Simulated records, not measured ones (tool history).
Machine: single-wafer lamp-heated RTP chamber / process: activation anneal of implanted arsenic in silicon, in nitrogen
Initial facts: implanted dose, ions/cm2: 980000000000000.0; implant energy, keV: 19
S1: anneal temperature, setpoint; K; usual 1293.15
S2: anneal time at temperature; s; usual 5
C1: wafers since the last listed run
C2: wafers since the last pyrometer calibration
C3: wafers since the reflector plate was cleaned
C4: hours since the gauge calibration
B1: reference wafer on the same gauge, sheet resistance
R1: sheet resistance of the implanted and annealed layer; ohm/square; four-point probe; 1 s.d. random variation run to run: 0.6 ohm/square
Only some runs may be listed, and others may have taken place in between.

| run | hour | S1 | S2 | C1 | C2 | C3 | C4 | B1 | R1 |
|---|---|---|---|---|---|---|---|---|---|
| 1 | 0 | 1304.15 | 5 | 0 | 440 | 6627 | 358.6 | 167.99 | 146.79 |
| 2 | 18.6 | 1293.15 | 5 | 199 | 639 | 6826 | 377.2 | 168 | 150.58 |
| 3 | 31.8 | 1277.15 | 6 | 141 | 781 | 6967 | 390.4 | 168.14 | 153.03 |
| 4 | 62.5 | 1277.15 | 6 | 328 | 1109 | 7296 | 421.1 | 167.99 | 154.47 |
| 5 | 87.1 | 1277.15 | 6 | 263 | 1373 | 7560 | 445.7 | 168.03 | 153.15 |
| 6 | 110.3 | 1293.15 | 5 | 248 | 1621 | 7808 | 468.9 | 168.28 | 150.17 |
| 7 | 125.6 | 1293.15 | 5 | 163 | 1785 | 7972 | 484.2 | 168.17 | 149.23 |
| 8 | 140.7 | 1293.15 | 5 | 161 | 1947 | 8134 | 499.3 | 168.05 | 148.74 |
| 9 | 166.4 | 1293.15 | 7 | 275 | 2222 | 8409 | 525 | 168.02 | 146.21 |
|  | 187.8 | pyrometer window cleaned and pyrometer calibrated |
| 10 | 189.9 | 1293.15 | 5 | 165 | 22 | 8575 | 548.5 | 167.83 | 147.92 |
| 11 | 214 | 1293.15 | 5 | 258 | 280 | 8833 | 572.6 | 167.98 | 147.19 |
| 12 | 240.9 | 1272.15 | 7 | 288 | 568 | 9121 | 599.5 | 167.87 | 150.93 |
|  | 263.3 | gauge calibrated |
| 13 | 274.6 | 1282.15 | 5 | 360 | 929 | 9482 | 11.3 | 168.18 | 150.72 |
|  | 283.7 | pyrometer window cleaned and pyrometer calibrated, repeated, since the last time left the tool worse |
| 14 | 294.4 | 1307.15 | 7 | 126 | 114 | 9608 | 31.1 | 167.79 | 143.5 |
| 15 | 328.5 | 1293.15 | 6 | 365 | 479 | 9973 | 65.2 | 167.85 | 147.43 |
|  | 342.8 | reflector plate cleaned |
| 16 | 349.7 | 1282.15 | 5 | 141 | 620 | 74 | 86.4 | 168.17 | 154.7 |
| 17 | 366.2 | 1293.15 | 8 | 176 | 797 | 250 | 102.9 | 167.82 | 144.57 |
| 18 | 472.8 | 1293.15 | 5 | 1141 | 1939 | 1392 | 209.5 | 167.8 | 149.78 |
| 19 | 490.1 | 1293.15 | 3 | 185 | 2124 | 1577 | 226.8 | 168.06 | 155.01 |
|  | 528.7 | pyrometer window cleaned and pyrometer calibrated |
| 20 | 529.2 | 1293.15 | 5 | 333 | 5 | 1910 | 265.9 | 168.01 | 151.52 |

Run-by-run hidden state of the tool:
wafer temperature error from the tarnished reflector plate, K: 0 on each run
gauge reads high (%): 0 on each run
H1: true wafer temperature minus pyrometer reading, K
| run | H1 |
|---|---|
| 1 | 3.16 |
| 2 | 4.03 |
| 3 | 4.55 |
| 4 | 5.49 |
| 5 | 6.05 |
| 6 | 6.45 |
| 7 | 6.66 |
| 8 | 6.83 |
| 9 | 7.07 |
| 10 | 10.9 |
| 11 | 12.6 |
| 12 | 14.1 |
| 13 | 15.3 |
| 14 | 1.44 |
| 15 | 3.51 |
| 16 | 4.45 |
| 17 | 5.05 |
| 18 | 7.08 |
| 19 | 7.23 |
| 20 | 0.242 |

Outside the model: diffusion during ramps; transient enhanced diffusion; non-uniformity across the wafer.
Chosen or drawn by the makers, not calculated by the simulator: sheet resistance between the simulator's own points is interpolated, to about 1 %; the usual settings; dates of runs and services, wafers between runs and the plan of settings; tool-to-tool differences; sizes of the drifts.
